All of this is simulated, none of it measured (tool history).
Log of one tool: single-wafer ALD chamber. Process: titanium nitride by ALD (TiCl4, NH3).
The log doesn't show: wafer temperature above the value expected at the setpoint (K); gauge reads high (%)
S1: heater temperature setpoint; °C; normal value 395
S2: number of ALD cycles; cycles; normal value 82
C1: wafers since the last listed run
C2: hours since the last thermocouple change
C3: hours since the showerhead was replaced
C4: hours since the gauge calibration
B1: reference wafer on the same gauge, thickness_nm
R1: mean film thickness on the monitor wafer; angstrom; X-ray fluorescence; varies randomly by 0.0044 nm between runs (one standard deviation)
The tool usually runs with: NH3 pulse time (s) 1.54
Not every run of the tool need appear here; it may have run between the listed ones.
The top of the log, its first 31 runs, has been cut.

run 32 day=60.679 | S1=385 S2=93 NH3_pulse_time_(s)=1.54 | C1=206 C2=1143.9 C3=820.8 C4=899.5 | B1=1.699 | R1=19.99
run 33 day=62.288 | S1=404 S2=94 NH3_pulse_time_(s)=1.98 | C1=153 C2=1182.5 C3=859.4 C4=938.1 | B1=1.699 | R1=20.93
run 34 day=64.212 | S1=395 S2=82 NH3_pulse_time_(s)=1.33 | C1=183 C2=1228.7 C3=905.6 C4=984.3 | B1=1.7 | R1=17.7
run 35 day=66.162 | S1=395 S2=82 NH3_pulse_time_(s)=1.54 | C1=186 C2=1275.5 C3=952.4 C4=1031.1 | B1=1.7 | R1=17.84
run 36 day=68.842 | S1=401 S2=98 NH3_pulse_time_(s)=1.03 | C1=255 C2=1339.8 C3=1016.7 C4=1095.4 | B1=1.701 | R1=20.87
run 37 day=71.379 | S1=387 S2=70 NH3_pulse_time_(s)=0.97 | C1=242 C2=1400.7 C3=1077.6 C4=1156.3 | B1=1.702 | R1=14.44
run 38 day=73.412 | S1=409 S2=82 NH3_pulse_time_(s)=1.54 | C1=194 C2=1449.5 C3=1126.4 C4=1205.1 | B1=1.702 | R1=18.13
run 39 day=75.658 | S1=395 S2=82 NH3_pulse_time_(s)=1.54 | C1=214 C2=1503.4 C3=1180.3 C4=1259 | B1=1.704 | R1=17.86
run 40 day=77.833 | S1=383 S2=82 NH3_pulse_time_(s)=1.54 | C1=207 C2=1555.6 C3=1232.5 C4=1311.2 | B1=1.705 | R1=17.66
run 41 day=78.967 | S1=395 S2=82 NH3_pulse_time_(s)=1.98 | C1=108 C2=1582.8 C3=1259.7 C4=1338.4 | B1=1.704 | R1=18.2

Forecast each of these 3 alternatives for the next run:
run A day=78.992 | S1=386 S2=82 NH3_pulse_time_(s)=1.54 | C1=2 C2=1583.4 C3=1260.3 C4=1339 | B1=? | R1=?
run B day=78.992 | S1=391 S2=82 NH3_pulse_time_(s)=1.81 | C1=2 C2=1583.4 C3=1260.3 C4=1339 | B1=? | R1=?
run C day=78.992 | S1=395 S2=77 NH3_pulse_time_(s)=1.54 | C1=2 C2=1583.4 C3=1260.3 C4=1339 | B1=? | R1=?

run=A B1=1.706 R1=17.69
run=B B1=1.706 R1=18
run=C B1=1.706 R1=16.81
The same runs, with their run-to-run variation unchanged, on a tool lacking any hidden condition would have given:
run=A R1=17.43
run=B R1=17.73
run=C R1=16.56
